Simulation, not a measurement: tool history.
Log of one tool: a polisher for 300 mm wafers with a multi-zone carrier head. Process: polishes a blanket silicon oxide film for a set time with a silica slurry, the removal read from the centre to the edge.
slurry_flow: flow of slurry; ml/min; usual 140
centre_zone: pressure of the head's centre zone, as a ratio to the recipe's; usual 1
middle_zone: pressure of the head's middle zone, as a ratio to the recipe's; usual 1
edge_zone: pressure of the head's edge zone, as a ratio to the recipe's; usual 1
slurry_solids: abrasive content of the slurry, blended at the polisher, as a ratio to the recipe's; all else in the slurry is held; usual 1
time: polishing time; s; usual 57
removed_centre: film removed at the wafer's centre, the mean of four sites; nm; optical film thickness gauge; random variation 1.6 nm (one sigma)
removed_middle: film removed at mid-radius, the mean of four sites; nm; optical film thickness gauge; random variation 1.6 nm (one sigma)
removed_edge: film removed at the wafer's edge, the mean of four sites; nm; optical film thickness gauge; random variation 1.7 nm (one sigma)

| run | hour | slurry_flow | centre_zone | middle_zone | edge_zone | slurry_solids | time | wafers since the last listed run | wafers polished on this pad | hours since the slurry nozzle was cleaned | hours since the centre zone pressure was calibrated | hours since the edge zone pressure was calibrated | hours since the carrier head's membrane was replaced | incoming thickness of the incoming film, nm | removed_centre | removed_middle | removed_edge |
|---|---|---|---|---|---|---|---|---|---|---|---|---|---|---|---|---|---|
| 1 | 0 | 140 | 1 | 0.92 | 1 | 0.85 | 57 | 0 | 307 | 201.8 | 270.9 | 72.2 | 365.8 | 1755.6 | 110.3 | 109.2 | 113.8 |
| 2 | 89.4 | 140 | 1 | 0.92 | 1 | 0.85 | 57 | 749 | 1056 | 291.2 | 360.3 | 161.6 | 455.2 | 1747.9 | 106.6 | 110.3 | 116.6 |
| 3 | 152.7 | 140 | 1 | 0.92 | 1 | 0.85 | 57 | 530 | 1587 | 354.5 | 423.6 | 224.9 | 518.5 | 1725.8 | 103.9 | 105.9 | 114 |
|  | 165.6 | slurry nozzle cleaned |
| 4 | 249.9 | 140 | 1.05 | 1 | 1 | 1 | 57 | 806 | 2393 | 84.3 | 520.8 | 322.1 | 615.7 | 1727.8 | 111.6 | 115.9 | 115.4 |
|  | 288.6 | worn pad replaced by a new one |
| 5 | 330.2 | 140 | 1.05 | 1 | 1 | 1 | 57 | 639 | 348 | 164.6 | 601.1 | 402.4 | 696 | 1744 | 117.8 | 121.6 | 118 |
| 6 | 421.6 | 140 | 1.05 | 1 | 1 | 1 | 57 | 766 | 1114 | 256 | 692.5 | 493.8 | 787.4 | 1745.9 | 114.4 | 119.3 | 117.7 |
|  | 499.1 | centre zone pressure recalibrated |
|  | 505.3 | slurry nozzle cleaned |
| 7 | 523.9 | 140 | 1 | 1 | 1 | 1 | 57 | 832 | 1947 | 18.6 | 24.8 | 596.1 | 889.7 | 1743.7 | 115 | 115.5 | 115.1 |
| 8 | 602.2 | 140 | 1 | 1 | 1 | 1 | 57 | 656 | 2603 | 96.9 | 103.1 | 674.4 | 968 | 1736.9 | 109.8 | 113.8 | 112.4 |
|  | 619.4 | worn pad replaced by a new one |
| 9 | 672.1 | 140 | 0.92 | 1.04 | 1 | 1 | 57 | 552 | 441 | 166.8 | 173 | 744.3 | 1037.9 | 1757.4 | 105.7 | 123.6 | 122.4 |
|  | 721.7 | carrier head's membrane replaced by a new one |
| 10 | 767.6 | 140 | 1 | 1 | 1 | 1 | 57 | 758 | 1200 | 262.3 | 268.5 | 839.8 | 45.9 | 1719.6 | 112.2 | 121.5 | 120.4 |
|  | 901.5 | slurry nozzle cleaned |
|  | 901.9 | edge zone pressure recalibrated |
|  | 955.7 | worn pad replaced by a new one |
| 11 | 1019.3 | 140 | 1 | 1 | 1.04 | 1.2 | 57 | 2064 | 533 | 117.8 | 520.2 | 117.4 | 297.6 | 1746.3 | 117.5 | 128 | 130.3 |
| 12 | 1094.8 | 140 | 1.06 | 1 | 1 | 1 | 57 | 632 | 1166 | 193.3 | 595.7 | 192.9 | 373.1 | 1736.1 | 115.3 | 118.1 | 118.9 |
| 13 | 1192.4 | 140 | 1 | 1 | 1 | 1.25 | 57 | 818 | 1984 | 290.9 | 693.3 | 290.5 | 470.7 | 1742.9 | 110.1 | 124.4 | 124.4 |
| 14 | 1235.8 | 140 | 1 | 1 | 1 | 1.15 | 57 | 363 | 2348 | 334.3 | 736.7 | 333.9 | 514.1 | 1726.8 | 106.7 | 119.5 | 122.7 |
| 15 | 1305.4 | 165 | 1 | 1 | 1 | 0.75 | 57 | 583 | 2931 | 403.9 | 806.3 | 403.5 | 583.7 | 1741.5 | 94 | 106.6 | 102.4 |
|  | 1316 | worn pad replaced by a new one |
|  | 1320.7 | slurry nozzle cleaned |
|  | 1321.9 | centre zone pressure recalibrated |
| 16 | 1410.8 | 140 | 1 | 1.08 | 1 | 1 | 57 | 831 | 776 | 90.1 | 88.9 | 508.9 | 689.1 | 1740.7 | 119 | 124.2 | 122.5 |
| 17 | 1508 | 140 | 1 | 1 | 1 | 1 | 57 | 814 | 1591 | 187.3 | 186.1 | 606.1 | 786.3 | 1745.5 | 114.7 | 118 | 118.1 |
| 18 | 1596.9 | 140 | 1 | 1 | 1 | 1 | 57 | 745 | 2336 | 276.2 | 275 | 695 | 875.2 | 1752.9 | 107.7 | 114.7 | 115.5 |
|  | 1608.1 | worn pad replaced by a new one |
|  | 1658 | slurry nozzle cleaned |
| 19 | 1678.1 | 110 | 0.92 | 1 | 1 | 0.7 | 41 | 638 | 578 | 20.1 | 356.2 | 776.2 | 956.4 | 1768.6 | 61.7 | 72.5 | 71.6 |

The same runs without the tool's hidden state, with the same run-to-run variation:
The hidden state here: removal rate lost through wear of the pad, %; slurry flow missing at the pad, %; deviation of the centre zone's pressure from its setpoint, %; deviation of the edge zone's pressure from its setpoint, %.
| run | removed_centre | removed_middle | removed_edge |
|---|---|---|---|
| 1 | 119.8 | 109.9 | 114.6 |
| 2 | 118.6 | 112.1 | 118.6 |
| 3 | 118 | 109.1 | 117.6 |
| 4 | 131.9 | 123.3 | 122.8 |
| 5 | 132.9 | 122.7 | 119.1 |
| 6 | 130.9 | 121.7 | 120.2 |
| 7 | 122.6 | 121 | 120.6 |
| 8 | 124.3 | 122.9 | 121.4 |
| 9 | 113.9 | 124.1 | 123 |
| 10 | 125.1 | 123.6 | 122.5 |
| 11 | 134.4 | 129.5 | 131.8 |
| 12 | 133.8 | 120.7 | 121.6 |
| 13 | 131.7 | 130.3 | 130.5 |
| 14 | 129.8 | 127.2 | 130.7 |
| 15 | 118.2 | 117 | 112.6 |
| 16 | 124.8 | 126.5 | 124.7 |
| 17 | 126.2 | 122.4 | 122.5 |
| 18 | 124.4 | 122.5 | 123.4 |
| 19 | 68.4 | 73.4 | 72.5 |

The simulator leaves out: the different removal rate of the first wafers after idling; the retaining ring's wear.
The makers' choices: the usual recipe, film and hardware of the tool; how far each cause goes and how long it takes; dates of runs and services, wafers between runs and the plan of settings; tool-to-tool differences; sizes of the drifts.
